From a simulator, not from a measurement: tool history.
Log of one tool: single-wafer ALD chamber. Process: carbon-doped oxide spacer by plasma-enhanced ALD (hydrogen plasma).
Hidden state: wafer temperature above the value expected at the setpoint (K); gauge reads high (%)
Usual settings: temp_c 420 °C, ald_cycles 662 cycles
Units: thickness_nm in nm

| run | hour | temp_c | ald_cycles | wafers since the last listed run | hours since the last thermocouple change | hours since the gauge calibration | read-back reference wafer on the same gauge, thickness_nm | thickness_nm |
|---|---|---|---|---|---|---|---|---|
| 1 | 0.0 | 420 | 758 | 0 | 778.9 | 355.3 | 38.149 | 37.985 |
| 2 | 18.1 | 420 | 758 | 8 | 797.0 | 373.4 | 38.175 | 38.149 |
| 3 | 40.8 | 420 | 758 | 10 | 819.7 | 396.1 | 38.192 | 38.095 |
| 4 | 64.2 | 420 | 662 | 10 | 843.1 | 419.5 | 38.191 | 33.172 |
| 5 | 77.8 | 420 | 662 | 6 | 856.7 | 433.1 | 38.221 | 33.006 |
| 6 | 91.5 | 420 | 662 | 6 | 870.4 | 446.8 | 38.205 | 33.251 |
| 7 | 113.5 | 420 | 662 | 10 | 892.4 | 468.8 | 38.174 | 33.124 |
| 8 | 137.3 | 416 | 662 | 10 | 916.2 | 492.6 | 38.215 | 33.337 |
| 9 | 162.8 | 420 | 727 | 11 | 941.7 | 518.1 | 38.234 | 36.519 |
| 10 | 176.7 | 420 | 662 | 6 | 955.6 | 532.0 | 38.227 | 33.099 |
| 11 | 193.6 | 420 | 662 | 7 | 972.5 | 548.9 | 38.217 | 33.157 |
| 12 | 213.6 | 425 | 662 | 9 | 992.5 | 568.9 | 38.218 | 32.723 |
| 13 | 241.7 | 420 | 740 | 12 | 1020.6 | 597.0 | 38.190 | 37.010 |
| 14 | 259.7 | 420 | 740 | 8 | 1038.6 | 615.0 | 38.196 | 36.872 |
| 15 | 286.3 | 420 | 740 | 12 | 1065.2 | 641.6 | 38.252 | 37.080 |
| 16 | 313.2 | 420 | 735 | 12 | 1092.1 | 668.5 | 38.183 | 36.619 |
| 17 | 339.4 | 420 | 662 | 11 | 1118.3 | 694.7 | 38.250 | 33.130 |
| 18 | 365.4 | 420 | 758 | 11 | 1144.3 | 720.7 | 38.204 | 37.892 |
| 19 | 393.7 | 420 | 608 | 12 | 1172.6 | 749.0 | 38.179 | 30.252 |
|  | 418.4 | gauge calibrated |
| 20 | 420.5 | 420 | 662 | 12 | 1199.4 | 2.1 | 38.224 | 33.057 |
|  | 440.0 | thermocouple changed; heater temperature recalibrated |
| 21 | 509.3 | 411 | 594 | 36 | 69.3 | 90.9 | 38.178 | 30.389 |
| 22 | 538.9 | 420 | 608 | 13 | 98.9 | 120.5 | 38.197 | 30.323 |
| 23 | 572.7 | 410 | 543 | 15 | 132.7 | 154.3 | 38.227 | 27.951 |
| 24 | 599.3 | 408 | 776 | 12 | 159.3 | 180.9 | 38.169 | 40.149 |
| 25 | 613.2 | 425 | 777 | 6 | 173.2 | 194.8 | 38.153 | 38.216 |
| 26 | 636.9 | 433 | 618 | 10 | 196.9 | 218.5 | 38.161 | 29.884 |
| 27 | 667.4 | 420 | 662 | 13 | 227.4 | 249.0 | 38.211 | 33.131 |
| 28 | 680.6 | 420 | 559 | 6 | 240.6 | 262.2 | 38.197 | 28.113 |
| 29 | 693.7 | 432 | 531 | 5 | 253.7 | 275.3 | 38.203 | 25.728 |
| 30 | 724.9 | 406 | 662 | 14 | 284.9 | 306.5 | 38.190 | 34.384 |
| 31 | 750.9 | 412 | 662 | 11 | 310.9 | 332.5 | 38.188 | 33.848 |

How the hidden state differs across the entries between the runs, from the last listed run before each to the first after it:
Between runs 19 and 20: gauge calibrated (hour 418.4)
  no hidden state differs between the two runs
Between runs 20 and 21: thermocouple changed; heater temperature recalibrated (hour 440.0)
  no hidden state differs between the two runs
